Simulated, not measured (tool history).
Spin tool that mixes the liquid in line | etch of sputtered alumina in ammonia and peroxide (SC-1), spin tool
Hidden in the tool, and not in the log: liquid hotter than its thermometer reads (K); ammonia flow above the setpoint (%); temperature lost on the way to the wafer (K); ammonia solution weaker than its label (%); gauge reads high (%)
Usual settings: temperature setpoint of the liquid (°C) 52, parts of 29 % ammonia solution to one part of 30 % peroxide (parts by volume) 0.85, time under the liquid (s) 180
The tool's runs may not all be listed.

run,hour,temperature setpoint of the liquid (°C),parts of 29 % ammonia solution to one part of 30 % peroxide (parts by volume),time under the liquid (s),wafers since the last listed run,hours since the thermometer was replaced,hours since the ammonia flow meter was replaced,hours since the heated supply line was repaired,hours since the drum of ammonia solution was connected,hours since the gauge calibration,"read-back film thickness of the sputtered alumina reference wafer, read on the same gauge (nm)",thickness taken off the sputtered alumina on a monitor wafer (Å)
1,0,52,0.85,200,0,2436.7,1656.4,3705.5,554.8,188.4,149.97,180.6
# hour 0.3: gauge calibrated
2,9.9,52,0.95,180,90,2446.6,1666.3,3715.4,564.7,9.6,149.98,163.1
3,23.7,52,0.95,180,126,2460.4,1680.1,3729.2,578.5,23.4,149.98,163.1
4,39.5,52,0.95,180,145,2476.2,1695.9,3745,594.3,39.2,149.99,164.4
5,53.1,52,0.85,135,124,2489.8,1709.5,3758.6,607.9,52.8,150.01,121.8
6,65.7,52,0.85,135,115,2502.4,1722.1,3771.2,620.5,65.4,149.97,121.9
7,72.1,54.5,0.85,260,58,2508.8,1728.5,3777.6,626.9,71.8,150.02,265.3
8,87.9,52,0.85,180,145,2524.6,1744.3,3793.4,642.7,87.6,149.99,162.3
9,104.1,52,0.85,180,148,2540.8,1760.5,3809.6,658.9,103.8,150.01,162.4
10,114.3,52,0.85,230,93,2551,1770.7,3819.8,669.1,114,150,209.7
11,126.5,52,0.85,230,111,2563.2,1782.9,3832,681.3,126.2,149.99,208.7
12,132.6,52,0.85,180,55,2569.3,1789,3838.1,687.4,132.3,150,162.8

The next listed run, before its measurement:
13,143.1,52,1,180,96,2579.8,1799.5,3848.6,697.9,142.8,?,?

Run 13 gave read-back film thickness of the sputtered alumina reference wafer, read on the same gauge (nm) 150, thickness taken off the sputtered alumina on a monitor wafer (Å) 165.5.
Without the tool's hidden state the same run would have given thickness taken off the sputtered alumina on a monitor wafer (Å) 142.4.
